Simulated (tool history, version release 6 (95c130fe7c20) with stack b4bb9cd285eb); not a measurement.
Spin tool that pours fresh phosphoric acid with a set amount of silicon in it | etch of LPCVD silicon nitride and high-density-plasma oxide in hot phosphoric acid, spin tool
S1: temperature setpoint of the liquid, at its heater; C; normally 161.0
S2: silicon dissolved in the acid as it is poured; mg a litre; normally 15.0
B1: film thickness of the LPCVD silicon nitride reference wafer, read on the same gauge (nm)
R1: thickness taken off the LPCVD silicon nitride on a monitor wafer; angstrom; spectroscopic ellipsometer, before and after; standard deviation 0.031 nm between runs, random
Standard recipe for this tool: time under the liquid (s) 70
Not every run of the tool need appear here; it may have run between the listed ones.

run 1 hour=0.0 | S1=161.0 S2=15.0 time_under_the_liquid_(s)=55 | B1=129.96 | R1=41.4
run 2 hour=15.0 | S1=161.0 S2=15.0 time_under_the_liquid_(s)=85 | B1=129.99 | R1=63.9
run 3 hour=25.3 | S1=161.0 S2=15.0 time_under_the_liquid_(s)=85 | B1=130.05 | R1=64.0
run 4 hour=31.6 | S1=161.0 S2=15.0 time_under_the_liquid_(s)=85 | B1=129.98 | R1=63.1
run 5 hour=40.5 | S1=161.0 S2=15.0 time_under_the_liquid_(s)=70 | B1=129.98 | R1=52.1
run 6 hour=49.6 | S1=161.0 S2=15.0 time_under_the_liquid_(s)=35 | B1=130.04 | R1=26.3
run 7 hour=64.7 | S1=161.0 S2=8.0 time_under_the_liquid_(s)=70 | B1=130.01 | R1=52.2
-- hour=70.8 dissolved silicon flow meter replaced
run 8 hour=100.4 | S1=161.0 S2=20.0 time_under_the_liquid_(s)=70 | B1=130.05 | R1=52.0
run 9 hour=112.5 | S1=161.0 S2=15.0 time_under_the_liquid_(s)=85 | B1=130.00 | R1=63.1
-- hour=124.5 thermometer replaced
run 10 hour=128.6 | S1=161.0 S2=25.5 time_under_the_liquid_(s)=90 | B1=129.99 | R1=72.1
run 11 hour=137.7 | S1=161.0 S2=15.0 time_under_the_liquid_(s)=70 | B1=130.03 | R1=56.5
run 12 hour=149.6 | S1=161.0 S2=15.0 time_under_the_liquid_(s)=60 | B1=130.03 | R1=47.7
-- hour=155.9 heated supply line repaired
run 13 hour=156.4 | S1=161.0 S2=15.0 time_under_the_liquid_(s)=70 | B1=129.97 | R1=55.5
run 14 hour=170.8 | S1=161.0 S2=15.0 time_under_the_liquid_(s)=105 | B1=130.00 | R1=83.6
run 15 hour=181.4 | S1=159.0 S2=15.0 time_under_the_liquid_(s)=80 | B1=129.96 | R1=58.8
run 16 hour=190.5 | S1=161.0 S2=15.0 time_under_the_liquid_(s)=50 | B1=130.01 | R1=39.9
run 17 hour=204.2 | S1=161.0 S2=15.0 time_under_the_liquid_(s)=95 | B1=130.01 | R1=75.9

Expected results for the next run?
run 18 hour=219.4 | S1=162.5 S2=15.0 time_under_the_liquid_(s)=80 | B1=? | R1=?

B1: 130.01
R1: 67.4 angstrom
On a tool with no hidden condition, and with the same random variation, this run would have come out at R1 68.8 angstrom.
